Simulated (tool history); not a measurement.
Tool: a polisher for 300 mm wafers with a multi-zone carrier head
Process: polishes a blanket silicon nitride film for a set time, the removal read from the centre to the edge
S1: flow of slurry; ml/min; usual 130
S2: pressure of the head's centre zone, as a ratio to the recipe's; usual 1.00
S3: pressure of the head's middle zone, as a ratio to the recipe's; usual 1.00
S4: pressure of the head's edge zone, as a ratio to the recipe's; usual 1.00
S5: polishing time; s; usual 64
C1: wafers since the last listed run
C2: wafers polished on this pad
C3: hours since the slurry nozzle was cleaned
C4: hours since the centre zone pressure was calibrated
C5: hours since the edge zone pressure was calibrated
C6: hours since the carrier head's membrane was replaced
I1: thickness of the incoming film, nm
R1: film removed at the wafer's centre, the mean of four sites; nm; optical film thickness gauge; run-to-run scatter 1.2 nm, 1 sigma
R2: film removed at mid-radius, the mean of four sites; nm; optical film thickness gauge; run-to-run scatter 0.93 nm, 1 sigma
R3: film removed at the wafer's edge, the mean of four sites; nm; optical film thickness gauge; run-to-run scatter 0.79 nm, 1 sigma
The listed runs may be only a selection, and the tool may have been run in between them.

run	hour	S1	S2	S3	S4	S5	C1	C2	C3	C4	C5	C6	I1	R1	R2	R3
1	0.0	115	1.00	1.00	1.00	64	0	3567	382.2	412.2	268.2	1166.9	644.5	79.2	78.3	84.8
# hour 43.3: worn pad replaced by a new one
2	83.4	120	1.00	1.09	0.93	64	616	311	465.6	495.6	351.6	1250.3	650.2	85.7	88.9	86.2
3	170.6	90	1.00	1.00	1.00	43	677	989	552.8	582.8	438.8	1337.5	656.9	49.9	50.3	55.1
4	236.2	170	1.00	1.00	1.00	58	509	1499	618.4	648.4	504.4	1403.1	649.2	77.8	76.3	79.7
5	281.2	130	1.00	1.00	1.00	64	349	1848	663.4	693.4	549.4	1448.1	652.6	80.7	77.8	83.8
# hour 315.4: slurry nozzle cleaned
6	363.9	105	1.00	1.00	0.91	64	634	2483	48.5	776.1	632.1	1530.8	651.8	84.5	80.0	80.1
# hour 381.5: centre zone pressure recalibrated
7	468.9	100	1.00	0.90	1.00	43	800	3283	153.5	87.4	737.1	1635.8	649.5	54.9	48.3	54.9
8	559.9	85	1.00	0.96	1.00	64	707	3990	244.5	178.4	828.1	1726.8	657.3	76.0	70.9	78.8
# hour 601.9: carrier head's membrane replaced by a new one
9	665.5	130	1.09	1.00	1.00	64	781	4772	350.1	284.0	933.7	63.6	663.6	90.8	78.9	83.1
# hour 691.7: worn pad replaced by a new one
10	701.9	130	1.00	1.00	1.00	64	251	79	386.5	320.4	970.1	100.0	645.9	91.2	87.7	91.4
# hour 745.5: edge zone pressure recalibrated
11	782.3	130	1.00	1.00	1.00	64	609	688	466.9	400.8	36.8	180.4	646.5	87.1	84.4	87.9
12	883.7	130	1.00	1.00	1.00	64	787	1476	568.3	502.2	138.2	281.8	642.2	84.8	79.0	84.2
13	931.1	130	1.00	1.00	1.00	46	368	1844	615.7	549.6	185.6	329.2	657.8	57.9	56.8	60.1
# hour 980.2: slurry nozzle cleaned
14	997.1	95	1.00	1.07	1.00	57	505	2349	16.9	615.6	251.6	395.2	648.7	74.4	74.6	74.5
15	1089.2	95	1.00	1.00	1.09	64	715	3065	109.0	707.7	343.7	487.3	649.3	81.6	79.8	85.8
16	1132.0	170	1.00	1.00	1.00	64	332	3397	151.8	750.5	386.5	530.1	652.1	91.4	88.9	89.2
# hour 1159.1: centre zone pressure recalibrated
17	1209.1	130	1.12	0.93	1.00	64	583	3981	228.9	50.0	463.6	607.2	641.0	94.9	78.8	85.7
18	1313.0	130	0.89	1.05	0.90	73	807	4788	332.8	153.9	567.5	711.1	643.2	85.8	95.8	90.1
19	1355.0	130	1.00	1.00	1.00	64	326	5114	374.8	195.9	609.5	753.1	647.0	83.2	79.9	82.2
# hour 1362.8: worn pad replaced by a new one
20	1447.0	130	1.00	1.00	1.00	64	683	654	466.8	287.9	701.5	845.1	663.1	89.6	86.5	88.1
21	1545.3	130	1.00	1.07	1.00	64	763	1417	565.1	386.2	799.8	943.4	642.1	84.6	84.7	84.7
22	1604.4	130	1.00	1.00	0.93	64	459	1877	624.2	445.3	858.9	1002.5	655.5	82.5	78.9	81.5

4 options for the next run, each taken on its own from the tool as it stands now. Forecast them:
A	1604.8	130	1.00	1.00	1.00	64	3	1880	624.6	445.7	859.3	1002.9	651.3	?	?	?
B	1604.8	130	0.92	1.04	1.03	57	3	1880	624.6	445.7	859.3	1002.9	651.3	?	?	?
C	1604.8	150	0.90	1.05	1.00	77	3	1880	624.6	445.7	859.3	1002.9	651.3	?	?	?
D	1604.8	130	1.07	1.00	1.11	72	3	1880	624.6	445.7	859.3	1002.9	651.3	?	?	?

run	R1	R2	R3
A	80.0	81.0	83.8
B	65.6	74.0	75.7
C	90.1	104.1	103.2
D	96.4	91.1	99.3
Without the tool's unlogged condition, the same runs would have read:
run	R1	R2	R3
A	96.4	96.2	96.6
B	79.0	87.9	87.3
C	107.3	122.4	118.2
D	116.1	108.2	114.5
